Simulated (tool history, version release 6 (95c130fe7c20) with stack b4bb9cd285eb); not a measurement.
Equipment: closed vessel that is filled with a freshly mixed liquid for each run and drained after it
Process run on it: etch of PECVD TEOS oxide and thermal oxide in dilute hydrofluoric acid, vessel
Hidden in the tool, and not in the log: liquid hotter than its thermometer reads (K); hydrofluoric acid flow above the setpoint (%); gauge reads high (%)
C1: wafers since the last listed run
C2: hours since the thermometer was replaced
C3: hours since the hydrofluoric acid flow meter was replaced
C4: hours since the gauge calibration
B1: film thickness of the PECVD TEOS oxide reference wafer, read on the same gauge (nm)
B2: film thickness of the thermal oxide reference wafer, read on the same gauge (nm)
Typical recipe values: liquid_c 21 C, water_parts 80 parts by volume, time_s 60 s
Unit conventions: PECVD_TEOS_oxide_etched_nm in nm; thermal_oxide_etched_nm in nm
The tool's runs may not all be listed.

{"run": 1, "day": 0.0, "liquid_c": 21, "water_parts": 80, "time_s": 60, "C1": 0, "C2": 119.7, "C3": 696.1, "C4": 827.4, "B1": 60.01, "B2": 149.971, "PECVD_TEOS_oxide_etched_nm": 5.4, "thermal_oxide_etched_nm": 3.13}
{"run": 2, "day": 3.396, "liquid_c": 21, "water_parts": 80, "time_s": 60, "C1": 10253, "C2": 201.2, "C3": 777.6, "C4": 908.9, "B1": 60, "B2": 150.018, "PECVD_TEOS_oxide_etched_nm": 5.46, "thermal_oxide_etched_nm": 3.164}
{"run": 3, "day": 7.625, "liquid_c": 21, "water_parts": 60, "time_s": 60, "C1": 12769, "C2": 302.7, "C3": 879.1, "C4": 1010.4, "B1": 59.99, "B2": 149.966, "PECVD_TEOS_oxide_etched_nm": 7.67, "thermal_oxide_etched_nm": 4.289}
{"run": 4, "day": 10.75, "liquid_c": 21, "water_parts": 60, "time_s": 60, "C1": 9435, "C2": 377.7, "C3": 954.1, "C4": 1085.4, "B1": 60.02, "B2": 149.989, "PECVD_TEOS_oxide_etched_nm": 7.6, "thermal_oxide_etched_nm": 4.29}
{"run": 5, "day": 14.433, "liquid_c": 21, "water_parts": 80, "time_s": 60, "C1": 11121, "C2": 466.1, "C3": 1042.5, "C4": 1173.8, "B1": 60.01, "B2": 150.013, "PECVD_TEOS_oxide_etched_nm": 5.61, "thermal_oxide_etched_nm": 3.095}
{"run": 6, "day": 16.438, "liquid_c": 21, "water_parts": 80, "time_s": 60, "C1": 6051, "C2": 514.2, "C3": 1090.6, "C4": 1221.9, "B1": 60.03, "B2": 150.001, "PECVD_TEOS_oxide_etched_nm": 5.61, "thermal_oxide_etched_nm": 3.183}
{"run": 7, "day": 19.475, "liquid_c": 21, "water_parts": 80, "time_s": 60, "C1": 9171, "C2": 587.1, "C3": 1163.5, "C4": 1294.8, "B1": 59.97, "B2": 149.99, "PECVD_TEOS_oxide_etched_nm": 5.67, "thermal_oxide_etched_nm": 3.153}
{"day": 20.371, "done": "gauge calibrated"}
{"run": 8, "day": 21.979, "liquid_c": 17, "water_parts": 80, "time_s": 35, "C1": 7561, "C2": 647.2, "C3": 1223.6, "C4": 38.6, "B1": 60.01, "B2": 150.008, "PECVD_TEOS_oxide_etched_nm": 2.8, "thermal_oxide_etched_nm": 1.588}
{"run": 9, "day": 26.112, "liquid_c": 17.5, "water_parts": 80, "time_s": 30, "C1": 12480, "C2": 746.4, "C3": 1322.8, "C4": 137.8, "B1": 59.99, "B2": 150.001, "PECVD_TEOS_oxide_etched_nm": 2.41, "thermal_oxide_etched_nm": 1.381}
{"day": 27.483, "done": "thermometer replaced"}
{"run": 10, "day": 29.975, "liquid_c": 21, "water_parts": 50, "time_s": 60, "C1": 11536, "C2": 59.8, "C3": 1415.5, "C4": 230.5, "B1": 60.02, "B2": 150.006, "PECVD_TEOS_oxide_etched_nm": 9.51, "thermal_oxide_etched_nm": 5.311}
{"day": 31.396, "done": "hydrofluoric acid flow meter replaced"}
{"run": 11, "day": 34.4, "liquid_c": 19.5, "water_parts": 80, "time_s": 80, "C1": 13235, "C2": 166, "C3": 72.1, "C4": 336.7, "B1": 59.98, "B2": 149.987, "PECVD_TEOS_oxide_etched_nm": 6.66, "thermal_oxide_etched_nm": 3.762}
{"run": 12, "day": 37.333, "liquid_c": 21, "water_parts": 80, "time_s": 30, "C1": 8857, "C2": 236.4, "C3": 142.5, "C4": 407.1, "B1": 60.02, "B2": 149.995, "PECVD_TEOS_oxide_etched_nm": 2.65, "thermal_oxide_etched_nm": 1.505}
{"run": 13, "day": 39.025, "liquid_c": 21, "water_parts": 105, "time_s": 60, "C1": 5107, "C2": 277, "C3": 183.1, "C4": 447.7, "B1": 60.03, "B2": 150.004, "PECVD_TEOS_oxide_etched_nm": 3.93, "thermal_oxide_etched_nm": 2.232}
{"run": 14, "day": 42.938, "liquid_c": 21, "water_parts": 80, "time_s": 60, "C1": 11813, "C2": 370.9, "C3": 277, "C4": 541.6, "B1": 60.01, "B2": 150.023, "PECVD_TEOS_oxide_etched_nm": 5.33, "thermal_oxide_etched_nm": 3.01}
{"run": 15, "day": 47.262, "liquid_c": 17.5, "water_parts": 120, "time_s": 60, "C1": 13059, "C2": 474.7, "C3": 380.8, "C4": 645.4, "B1": 60, "B2": 150.001, "PECVD_TEOS_oxide_etched_nm": 2.98, "thermal_oxide_etched_nm": 1.706}

Below are 4 alternative next runs, each starting from the tool's condition after run 15. Predict each:
{"run": "A", "day": 47.292, "liquid_c": 21, "water_parts": 55, "time_s": 60, "C1": 88, "C2": 475.4, "C3": 381.5, "C4": 646.1, "B1": "?", "B2": "?", "PECVD_TEOS_oxide_etched_nm": "?", "thermal_oxide_etched_nm": "?"}
{"run": "B", "day": 47.292, "liquid_c": 21, "water_parts": 115, "time_s": 60, "C1": 88, "C2": 475.4, "C3": 381.5, "C4": 646.1, "B1": "?", "B2": "?", "PECVD_TEOS_oxide_etched_nm": "?", "thermal_oxide_etched_nm": "?"}
{"run": "C", "day": 47.292, "liquid_c": 26, "water_parts": 45, "time_s": 35, "C1": 88, "C2": 475.4, "C3": 381.5, "C4": 646.1, "B1": "?", "B2": "?", "PECVD_TEOS_oxide_etched_nm": "?", "thermal_oxide_etched_nm": "?"}
{"run": "D", "day": 47.292, "liquid_c": 25.5, "water_parts": 80, "time_s": 50, "C1": 88, "C2": 475.4, "C3": 381.5, "C4": 646.1, "B1": "?", "B2": "?", "PECVD_TEOS_oxide_etched_nm": "?", "thermal_oxide_etched_nm": "?"}

run=A B1=59.99 B2=149.977 PECVD_TEOS_oxide_etched_nm=7.94 thermal_oxide_etched_nm=4.586
run=B B1=59.99 B2=149.977 PECVD_TEOS_oxide_etched_nm=3.54 thermal_oxide_etched_nm=2.047
run=C B1=59.99 B2=149.977 PECVD_TEOS_oxide_etched_nm=7.05 thermal_oxide_etched_nm=4.072
run=D B1=59.99 B2=149.977 PECVD_TEOS_oxide_etched_nm=5.3 thermal_oxide_etched_nm=3.061
What these runs would have given with no unlogged condition in the tool:
run=A PECVD_TEOS_oxide_etched_nm=7.77 thermal_oxide_etched_nm=4.491
run=B PECVD_TEOS_oxide_etched_nm=3.46 thermal_oxide_etched_nm=2.002
run=C PECVD_TEOS_oxide_etched_nm=6.9 thermal_oxide_etched_nm=3.989
run=D PECVD_TEOS_oxide_etched_nm=5.18 thermal_oxide_etched_nm=2.996

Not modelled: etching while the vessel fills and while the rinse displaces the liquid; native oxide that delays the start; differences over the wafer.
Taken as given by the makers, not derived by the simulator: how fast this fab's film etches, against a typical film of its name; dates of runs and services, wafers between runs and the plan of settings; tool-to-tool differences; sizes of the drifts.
